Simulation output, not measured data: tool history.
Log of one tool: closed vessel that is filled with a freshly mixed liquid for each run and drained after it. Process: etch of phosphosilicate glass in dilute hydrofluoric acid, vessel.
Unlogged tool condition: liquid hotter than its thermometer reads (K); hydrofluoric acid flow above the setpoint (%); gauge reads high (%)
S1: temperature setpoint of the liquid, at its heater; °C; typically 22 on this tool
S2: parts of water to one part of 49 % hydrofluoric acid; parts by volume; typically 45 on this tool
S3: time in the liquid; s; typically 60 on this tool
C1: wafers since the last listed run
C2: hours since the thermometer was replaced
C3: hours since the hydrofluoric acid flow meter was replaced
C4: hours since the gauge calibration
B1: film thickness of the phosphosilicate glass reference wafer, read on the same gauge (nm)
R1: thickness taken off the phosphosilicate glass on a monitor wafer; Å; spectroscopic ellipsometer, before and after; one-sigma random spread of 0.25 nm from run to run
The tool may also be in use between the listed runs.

Run 1, day 0: usual settings but S2 40 parts by volume; C1 0; C2 1767; C3 220.2; C4 843.6; B1 80.02. Result: R1 952.2 Å.
Run 2, day 2.638: usual settings but S2 40 parts by volume; C1 8454; C2 1830.3; C3 283.5; C4 906.9; B1 80.01. Result: R1 949.2 Å.
Run 3, day 5.038: usual settings but S1 20 °C; C1 7693; C2 1887.9; C3 341.1; C4 964.5; B1 80.03. Result: R1 771.6 Å.
Run 4, day 7.9: usual settings; C1 9175; C2 1956.6; C3 409.8; C4 1033.2; B1 79.97. Result: R1 847.3 Å.
Run 5, day 12.025: usual settings; C1 13222; C2 2055.6; C3 508.8; C4 1132.2; B1 80.01. Result: R1 851.1 Å.
Run 6, day 13.629: usual settings; C1 5142; C2 2094.1; C3 547.3; C4 1170.7; B1 80.02. Result: R1 852 Å.
Run 7, day 16.708: usual settings but S3 75 s; C1 9870; C2 2168; C3 621.2; C4 1244.6; B1 79.99. Result: R1 1069.8 Å.
Run 8, day 19.721: usual settings; C1 9656; C2 2240.3; C3 693.5; C4 1316.9; B1 79.97. Result: R1 859.1 Å.
Run 9, day 21.296: usual settings; C1 5048; C2 2278.1; C3 731.3; C4 1354.7; B1 79.99. Result: R1 857.7 Å.
Run 10, day 23.275: usual settings; C1 6344; C2 2325.6; C3 778.8; C4 1402.2; B1 80.02. Result: R1 867.6 Å.
At day 24.762: thermometer replaced.
Run 11, day 25.962: usual settings but S3 70 s; C1 8481; C2 28.8; C3 843.3; C4 1466.7; B1 80.04. Result: R1 949.2 Å.
Run 12, day 29.429: usual settings; C1 11112; C2 112; C3 926.5; C4 1549.9; B1 80.03. Result: R1 820.6 Å.
Run 13, day 31.054: usual settings but S1 26.5 °C, S2 55 parts by volume, S3 35 s; C1 5208; C2 151; C3 965.5; C4 1588.9; B1 80. Result: R1 462.8 Å.
Run 14, day 34.633: usual settings but S1 25.5 °C, S2 40 parts by volume, S3 90 s; C1 11472; C2 236.9; C3 1051.4; C4 1674.8; B1 80. Result: R1 1625.3 Å.
At day 35.521: gauge calibrated.
Run 15, day 36.167: usual settings but S2 25 parts by volume; C1 4914; C2 273.7; C3 1088.2; C4 15.5; B1 80.03. Result: R1 1526.5 Å.
Run 16, day 38.867: usual settings but S1 18 °C, S2 35 parts by volume, S3 35 s; C1 8654; C2 338.5; C3 1153; C4 80.3; B1 79.98. Result: R1 530.4 Å.
Run 17, day 42.288: usual settings but S2 60 parts by volume, S3 75 s; C1 10965; C2 420.6; C3 1235.1; C4 162.4; B1 80. Result: R1 764.7 Å.
Run 18, day 45.796: usual settings but S3 45 s; C1 11245; C2 504.8; C3 1319.3; C4 246.6; B1 79.97. Result: R1 624.7 Å.
Run 19, day 50.25: usual settings; C1 14277; C2 611.7; C3 1426.2; C4 353.5; B1 79.96. Result: R1 835.8 Å.
At day 53.05: hydrofluoric acid flow meter replaced.
Run 20, day 53.267: usual settings but S2 60 parts by volume, S3 75 s; C1 9536; C2 684.1; C3 5.2; C4 425.9; B1 79.99. Result: R1 743.3 Å.
Run 21, day 55.329: usual settings; C1 6611; C2 733.6; C3 54.7; C4 475.4; B1 79.99. Result: R1 810.5 Å.
Run 22, day 57.667: usual settings but S1 24 °C, S2 40 parts by volume, S3 40 s; C1 7492; C2 789.7; C3 110.8; C4 531.5; B1 80.03. Result: R1 668.8 Å.
Run 23, day 60.904: usual settings but S2 30 parts by volume; C1 10377; C2 867.4; C3 188.5; C4 609.2; B1 80.01. Result: R1 1250 Å.
Run 24, day 64.779: usual settings; C1 12421; C2 960.4; C3 281.5; C4 702.2; B1 80. Result: R1 825.3 Å.
Run 25, day 67.362: usual settings but S1 24 °C, S2 25 parts by volume, S3 30 s; C1 8280; C2 1022.4; C3 343.5; C4 764.2; B1 80.02. Result: R1 828.1 Å.

Consider 4 possible next runs. They are alternatives, not a sequence: every one starts from the tool as it was left by run 25. What does each give?
Run A, day 67.392: usual settings; C1 93; C2 1023.1; C3 344.2; C4 764.9; B1 ?. Result: R1 ?.
Run B, day 67.392: usual settings but S1 27 °C, S2 50 parts by volume, S3 75 s; C1 93; C2 1023.1; C3 344.2; C4 764.9; B1 ?. Result: R1 ?.
Run C, day 67.392: usual settings but S1 18 °C, S3 75 s; C1 93; C2 1023.1; C3 344.2; C4 764.9; B1 ?. Result: R1 ?.
Run D, day 67.392: usual settings but S1 24 °C; C1 93; C2 1023.1; C3 344.2; C4 764.9; B1 ?. Result: R1 ?.

run     B1      R1
  A  79.99   827.5
  B  79.99  1134.3
  C  79.99   872.8
  D  79.99     899
Had the tool no hidden state, the same runs would have come out as:
run     R1
  A    798
  B   1095
  C  841.1
  D  867.3
